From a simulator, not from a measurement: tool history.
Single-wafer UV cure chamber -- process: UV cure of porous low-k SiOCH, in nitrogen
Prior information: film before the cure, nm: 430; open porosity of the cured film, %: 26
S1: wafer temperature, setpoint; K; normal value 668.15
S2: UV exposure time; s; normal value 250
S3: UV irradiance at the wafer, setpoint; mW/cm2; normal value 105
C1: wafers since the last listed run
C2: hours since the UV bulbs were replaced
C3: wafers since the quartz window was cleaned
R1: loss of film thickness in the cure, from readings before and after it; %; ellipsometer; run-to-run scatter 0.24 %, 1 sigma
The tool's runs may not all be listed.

run	hour	S1	S2	S3	C1	C2	C3	R1
1	0	668.15	300	118	0	958.9	1168	13.75
2	73.7	668.15	300	118	478	1032.6	1647	13.974
3	124.3	668.15	300	118	328	1083.2	1976	13.873
4	187.8	668.15	295	105	412	1146.7	2388	13.227
5	244.1	668.15	295	105	365	1203	2754	12.896
6	315.4	678.15	250	105	463	1274.3	3217	12.24
7	403.6	678.15	250	105	572	1362.5	3790	12.627
8	479.3	678.15	250	105	491	1438.2	4282	12.765
9	529.1	668.15	175	105	323	1488	4605	10.783
# hour 636: quartz window cleaned
10	636.5	668.15	175	105	645	1595.4	3	11.553
11	672.6	649.15	290	142	234	1631.5	237	14.863
12	743.5	686.15	250	134	460	1702.4	698	14.148
# hour 803.6: UV bulbs replaced
13	804.1	668.15	105	105	341	0.5	1040	8.822
14	887.9	648.15	135	130	544	84.3	1584	9.803
15	939.2	668.15	300	118	333	135.6	1917	13.763

For run 16, what comes out?
16	984.2	657.15	175	127	292	180.6	2210	?

Run 16 gave R1 11.201 %.
Were there no unlogged condition in the tool, this run, its random variation unchanged, would have produced R1 12.412 %.
